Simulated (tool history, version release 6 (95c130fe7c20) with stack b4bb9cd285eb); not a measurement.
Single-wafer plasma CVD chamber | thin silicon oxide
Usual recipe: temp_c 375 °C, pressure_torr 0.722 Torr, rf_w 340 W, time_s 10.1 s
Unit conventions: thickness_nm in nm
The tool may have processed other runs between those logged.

run    day  temp_c  pressure_torr  rf_w  time_s  read-back reference wafer on the same gauge, thickness_nm  thickness_nm
  1  0.000     375          0.722   340    10.1                                                     13.988        18.276
  2  0.696     375          0.722   340    10.1                                                     14.004        18.285
  3  1.025     375          0.722   340    10.1                                                     14.003        18.297
  4  1.558     375          0.722   365    10.1                                                     13.996        18.937
  5  1.929     375          0.722   365    10.1                                                     14.004        18.935
  6  2.192     375          0.722   365    10.1                                                     13.992        18.934
  7  2.667     375          0.722   340    10.1                                                     14.000        18.267
  8  3.212     375          0.722   340    10.1                                                     14.000        18.290
     3.625  -- RF generator calibrated
     3.700  -- showerhead replaced, of another model than before
  9  3.721     375          0.722   340    10.1                                                     13.991        17.747
 10  3.992     375          0.722   340    10.1                                                     14.004        17.716
     4.658  -- gauge calibrated
     4.812  -- capacitance manometer re-zeroed and calibrated
     4.971  -- thermocouple changed; heater temperature recalibrated
 11  4.992     386          0.722   370    11.9                                                     14.003        20.273
 12  5.271     366          0.548   370    10.1                                                     13.995        15.461
 13  5.629     375          0.722   340     9.2                                                     14.001        15.441
 14  6.254     375          0.722   340    10.1                                                     13.997        16.974

The next listed run, before its measurement:
 15  6.892     381          0.722   340    11.8                                                          ?             ?

Run 15 produced read-back reference wafer on the same gauge, thickness_nm 13.998, thickness_nm 19.703 nm.
Take away the tool's hidden state, keep the run-to-run variation as it was, and the same run would have given thickness_nm 19.770 nm.
